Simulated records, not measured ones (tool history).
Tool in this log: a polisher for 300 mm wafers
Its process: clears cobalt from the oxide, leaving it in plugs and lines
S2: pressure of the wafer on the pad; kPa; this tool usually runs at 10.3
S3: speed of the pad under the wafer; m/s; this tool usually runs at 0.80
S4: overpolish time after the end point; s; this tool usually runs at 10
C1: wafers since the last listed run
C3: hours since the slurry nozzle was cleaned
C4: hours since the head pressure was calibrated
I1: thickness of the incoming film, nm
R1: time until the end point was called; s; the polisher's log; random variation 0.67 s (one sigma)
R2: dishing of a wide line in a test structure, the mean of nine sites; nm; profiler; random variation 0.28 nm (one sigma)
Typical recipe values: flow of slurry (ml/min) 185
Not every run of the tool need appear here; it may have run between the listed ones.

{"run": 1, "day": 0.0, "flow of slurry (ml/min)": 185, "S2": 10.3, "S3": 0.8, "S4": 13, "C1": 0, "wafers polished on this pad": 33, "C3": 679.4, "C4": 205.2, "I1": 231.7, "R1": 76.2, "R2": 22.8}
{"run": 2, "day": 0.279, "flow of slurry (ml/min)": 185, "S2": 10.3, "S3": 0.8, "S4": 13, "C1": 62, "wafers polished on this pad": 96, "C3": 686.1, "C4": 211.9, "I1": 226.5, "R1": 76.1, "R2": 23.0}
{"run": 3, "day": 0.717, "flow of slurry (ml/min)": 185, "S2": 10.3, "S3": 0.8, "S4": 13, "C1": 98, "wafers polished on this pad": 194, "C3": 696.6, "C4": 222.4, "I1": 227.0, "R1": 75.9, "R2": 23.1}
{"run": 4, "day": 1.133, "flow of slurry (ml/min)": 185, "S2": 10.3, "S3": 0.8, "S4": 10, "C1": 93, "wafers polished on this pad": 287, "C3": 706.6, "C4": 232.4, "I1": 228.8, "R1": 76.7, "R2": 18.7}
{"run": 5, "day": 1.625, "flow of slurry (ml/min)": 185, "S2": 10.3, "S3": 0.8, "S4": 10, "C1": 110, "wafers polished on this pad": 398, "C3": 718.4, "C4": 244.2, "I1": 227.0, "R1": 77.0, "R2": 18.7}
{"run": 6, "day": 2.212, "flow of slurry (ml/min)": 185, "S2": 10.3, "S3": 0.8, "S4": 10, "C1": 131, "wafers polished on this pad": 529, "C3": 732.5, "C4": 258.3, "I1": 231.4, "R1": 78.8, "R2": 18.8}
{"run": 7, "day": 2.796, "flow of slurry (ml/min)": 185, "S2": 10.3, "S3": 0.8, "S4": 10, "C1": 130, "wafers polished on this pad": 660, "C3": 746.5, "C4": 272.3, "I1": 228.5, "R1": 79.1, "R2": 18.7}
{"run": 8, "day": 3.517, "flow of slurry (ml/min)": 185, "S2": 10.3, "S3": 0.58, "S4": 10, "C1": 161, "wafers polished on this pad": 821, "C3": 763.8, "C4": 289.6, "I1": 230.8, "R1": 111.3, "R2": 14.6}
{"run": 9, "day": 3.904, "flow of slurry (ml/min)": 185, "S2": 10.3, "S3": 0.58, "S4": 10, "C1": 86, "wafers polished on this pad": 908, "C3": 773.1, "C4": 298.9, "I1": 225.6, "R1": 109.6, "R2": 14.5}
{"run": 10, "day": 4.2, "flow of slurry (ml/min)": 170, "S2": 10.3, "S3": 0.8, "S4": 10, "C1": 66, "wafers polished on this pad": 974, "C3": 780.2, "C4": 306.0, "I1": 229.8, "R1": 81.8, "R2": 18.2}
{"day": 4.246, "done": "slurry nozzle cleaned"}
{"run": 11, "day": 4.588, "flow of slurry (ml/min)": 170, "S2": 10.3, "S3": 0.8, "S4": 10, "C1": 77, "wafers polished on this pad": 1052, "C3": 8.2, "C4": 315.3, "I1": 232.5, "R1": 82.3, "R2": 18.4}
{"run": 12, "day": 5.212, "flow of slurry (ml/min)": 170, "S2": 10.3, "S3": 0.8, "S4": 10, "C1": 140, "wafers polished on this pad": 1192, "C3": 23.2, "C4": 330.3, "I1": 230.7, "R1": 82.8, "R2": 18.1}
{"day": 5.579, "done": "worn pad replaced by a new one"}
{"run": 13, "day": 5.917, "flow of slurry (ml/min)": 235, "S2": 10.3, "S3": 0.8, "S4": 10, "C1": 120, "wafers polished on this pad": 75, "C3": 40.1, "C4": 347.2, "I1": 232.9, "R1": 73.1, "R2": 19.9}
{"run": 14, "day": 6.488, "flow of slurry (ml/min)": 140, "S2": 10.3, "S3": 0.8, "S4": 5, "C1": 127, "wafers polished on this pad": 203, "C3": 53.8, "C4": 360.9, "I1": 228.7, "R1": 80.7, "R2": 10.4}
{"run": 15, "day": 7.217, "flow of slurry (ml/min)": 205, "S2": 6.9, "S3": 0.96, "S4": 6, "C1": 163, "wafers polished on this pad": 366, "C3": 71.3, "C4": 378.4, "I1": 227.1, "R1": 93.7, "R2": 10.6}
{"run": 16, "day": 7.471, "flow of slurry (ml/min)": 185, "S2": 8.3, "S3": 0.6, "S4": 10, "C1": 56, "wafers polished on this pad": 423, "C3": 77.4, "C4": 384.5, "I1": 229.1, "R1": 128.1, "R2": 12.3}
{"run": 17, "day": 7.754, "flow of slurry (ml/min)": 245, "S2": 10.3, "S3": 0.8, "S4": 10, "C1": 63, "wafers polished on this pad": 487, "C3": 84.2, "C4": 391.3, "I1": 230.4, "R1": 75.4, "R2": 20.0}
{"day": 8.15, "done": "head pressure recalibrated"}
{"run": 18, "day": 8.35, "flow of slurry (ml/min)": 185, "S2": 13.1, "S3": 0.8, "S4": 10, "C1": 114, "wafers polished on this pad": 602, "C3": 98.5, "C4": 4.8, "I1": 228.8, "R1": 61.8, "R2": 22.0}
{"run": 19, "day": 8.642, "flow of slurry (ml/min)": 205, "S2": 10.3, "S3": 0.8, "S4": 4, "C1": 65, "wafers polished on this pad": 667, "C3": 105.5, "C4": 11.8, "I1": 230.6, "R1": 78.2, "R2": 8.9}
{"run": 20, "day": 9.283, "flow of slurry (ml/min)": 160, "S2": 13.1, "S3": 0.8, "S4": 10, "C1": 143, "wafers polished on this pad": 811, "C3": 120.9, "C4": 27.2, "I1": 228.2, "R1": 64.2, "R2": 21.2}
{"run": 21, "day": 9.738, "flow of slurry (ml/min)": 205, "S2": 10.3, "S3": 0.8, "S4": 4, "C1": 101, "wafers polished on this pad": 912, "C3": 131.8, "C4": 38.1, "I1": 230.9, "R1": 78.5, "R2": 8.6}
{"run": 22, "day": 10.112, "flow of slurry (ml/min)": 225, "S2": 8.3, "S3": 0.62, "S4": 10, "C1": 84, "wafers polished on this pad": 996, "C3": 140.8, "C4": 47.1, "I1": 229.0, "R1": 127.5, "R2": 12.7}
{"run": 23, "day": 10.621, "flow of slurry (ml/min)": 185, "S2": 10.3, "S3": 0.96, "S4": 14, "C1": 113, "wafers polished on this pad": 1110, "C3": 153.0, "C4": 59.3, "I1": 229.0, "R1": 67.3, "R2": 25.5}
{"run": 24, "day": 11.133, "flow of slurry (ml/min)": 170, "S2": 10.3, "S3": 0.8, "S4": 10, "C1": 114, "wafers polished on this pad": 1225, "C3": 165.3, "C4": 71.6, "I1": 230.2, "R1": 82.9, "R2": 17.9}

Measured result minus the same run's result without the hidden state. Both carry the same run-to-run variation, though not necessarily the same gauge scatter:
The hidden state here: removal rate lost through wear of the pad, %; slurry flow missing at the pad, %; deviation of the head's pressure from its setpoint, %.
run=1 R1=+1.5 R2=-0.3
run=2 R1=+1.7 R2=-0.4
run=3 R1=+2.2 R2=-0.5
run=4 R1=+2.6 R2=-0.5
run=5 R1=+3.2 R2=-0.6
run=6 R1=+3.8 R2=-0.7
run=7 R1=+4.4 R2=-0.8
run=8 R1=+7.3 R2=-0.8
run=9 R1=+7.7 R2=-0.8
run=10 R1=+6.1 R2=-1.1
run=11 R1=+6.5 R2=-1.2
run=12 R1=+7.2 R2=-1.3
run=13 R1=+1.6 R2=-0.3
run=14 R1=+2.4 R2=-0.3
run=15 R1=+3.7 R2=-0.4
run=16 R1=+5.4 R2=-0.5
run=17 R1=+3.5 R2=-0.7
run=18 R1=+3.3 R2=-0.9
run=19 R1=+4.5 R2=-0.5
run=20 R1=+4.2 R2=-1.1
run=21 R1=+5.6 R2=-0.6
run=22 R1=+9.8 R2=-0.9
run=23 R1=+5.6 R2=-1.3
run=24 R1=+7.5 R2=-1.3

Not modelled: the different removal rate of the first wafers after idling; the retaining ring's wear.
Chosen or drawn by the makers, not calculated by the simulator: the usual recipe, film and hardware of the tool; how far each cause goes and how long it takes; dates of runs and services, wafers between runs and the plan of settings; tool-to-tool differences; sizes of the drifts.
